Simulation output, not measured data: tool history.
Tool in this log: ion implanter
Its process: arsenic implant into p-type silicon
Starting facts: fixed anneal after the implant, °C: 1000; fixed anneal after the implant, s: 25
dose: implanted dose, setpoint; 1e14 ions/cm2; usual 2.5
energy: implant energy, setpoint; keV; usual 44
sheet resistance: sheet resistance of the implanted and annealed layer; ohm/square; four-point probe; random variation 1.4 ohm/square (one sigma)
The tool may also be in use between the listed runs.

run,day,dose,energy,"read-back reference wafer on the same gauge, sheet resistance",sheet resistance
1,0,2.5,40.5,295.11,327.02
2,2.904,2.5,40.5,295.15,325.67
3,4.821,2.5,44,294.73,324.09
4,7.738,2.5,44,294.9,320.9
5,10.479,2.5,44,294.59,321.13
6,12.638,2.5,44,294.98,321.51
7,14.246,2.5,44,295.01,322.1
8,16.571,2.5,44,294.93,322.53
9,18.654,2.5,44,294.92,325.07
10,20.3,2.5,44,295.03,324.78
11,21.583,2.5,44,294.62,326.54
12,23.229,2.5,44,294.92,322.64
13,25.262,2.5,44,295.01,320.47
14,27.283,2.5,44,295.11,324.6
15,29.854,2.5,44,294.97,322.8
16,31.721,2.5,48,294.81,320.44
17,34.604,2.5,44,294.75,322.94
18,36.212,2.5,44,295.2,322.2
19,37.65,2.5,44,295.04,323.16
20,39.971,2.5,44,294.88,322.43
21,45.425,3.06,57,295.05,269.53
22,47.125,2.5,44,294.67,324.52
23,48.683,1.93,38.5,295.06,385.18
24,50.858,2.5,59,294.95,299.98
25,52.546,2.5,44,295.15,311.18
26,53.746,2.5,44,295.01,314.72
27,55.462,3.05,44,295.11,271.75
28,57.3,2.5,44,295.2,315.3
29,59.829,2.24,53,295.23,331.88
30,61.996,3.11,55.5,295,260.3
31,63.367,1.77,32.5,294.75,426.26
32,64.958,2.87,57,295.25,276.52
33,67.933,2.5,39.5,295.21,320.13
34,69.45,2.94,58.5,294.85,269.6
35,71.492,2.04,52.5,295.08,357.09
36,74.004,2.84,34,295.07,300.53
37,75.154,1.94,54.5,295.27,369.19
38,76.9,2.5,44,295.14,320.43

Not shown: 4 entries that the log had between the listed runs. Between which runs, and how does the tool's hidden state differ before and after?
From run 1 to run 2: gauge calibrated (day 1.438)
  deviation of the true dose from the Faraday cup's reading, %: -3.47 -> -3.68
  the result without the hidden state subtracted from the measured one, sheet resistance: +8.34 -> +8.82 ohm/square
From run 21 to run 22: extraction supply calibrated (day 45.9)
  deviation of the true dose from the Faraday cup's reading, %: -5.08 -> -5.1
  the result without the hidden state subtracted from the measured one, sheet resistance: +10.14 -> +12.14 ohm/square
From run 22 to run 23: Faraday cup replaced and dose calibrated (day 48.662)
  deviation of the true dose from the Faraday cup's reading, %: -5.1 -> 0.239
  the result without the hidden state subtracted from the measured one, sheet resistance: +12.14 -> -0.66 ohm/square
From run 23 to run 24: gauge calibrated (day 50.496)
  deviation of the true dose from the Faraday cup's reading, %: 0.239 -> -0.141
  the result without the hidden state subtracted from the measured one, sheet resistance: -0.66 -> +0.3 ohm/square
